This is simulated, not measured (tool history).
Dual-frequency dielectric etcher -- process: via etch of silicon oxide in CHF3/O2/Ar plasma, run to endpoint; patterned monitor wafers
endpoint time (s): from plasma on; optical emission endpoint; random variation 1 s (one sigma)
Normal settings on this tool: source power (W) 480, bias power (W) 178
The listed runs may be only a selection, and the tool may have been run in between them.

run,hour,source power (W),bias power (W),"incoming incoming film thickness, nm",endpoint time (s)
1,0.0,570,178,500.4,253.6
# hour 106.1: wet clean of the chamber
2,106.6,480,189,496.2,269.6
3,160.9,480,189,502.9,270.0
4,193.6,480,189,499.3,270.7
5,307.5,480,146,497.9,285.2
6,352.0,480,146,502.0,287.2
# hour 377.4: bias power generator calibrated
7,380.1,480,178,501.8,273.0
8,436.5,480,178,508.2,275.0
9,503.4,480,178,498.7,269.2
10,567.0,480,148,500.6,282.2
# hour 599.3: source power generator calibrated
# hour 620.1: upper electrode replaced, of another model than before
11,620.6,380,193,498.6,269.7
# hour 709.5: wet clean of the chamber
12,783.2,420,198,499.1,266.7
13,821.5,400,140,502.8,320.9
14,852.8,480,178,505.0,273.2
15,902.5,480,178,496.9,269.8
16,953.7,390,159,493.9,295.5
17,981.4,560,150,507.0,286.9
18,1053.1,410,194,501.7,270.1
19,1081.0,550,135,502.7,300.3

3 options for the next run, each taken on its own from the tool as it stands now. Forecast them:
A,1081.5,480,178,501.3,?
B,1081.5,510,213,501.3,?
C,1081.5,400,146,501.3,?

run,endpoint time (s)
A,269.5
B,244.0
C,309.3
With the hidden condition removed and each run's random variation left untouched, the same runs would have given:
run,endpoint time (s)
A,274.8
B,248.8
C,315.5
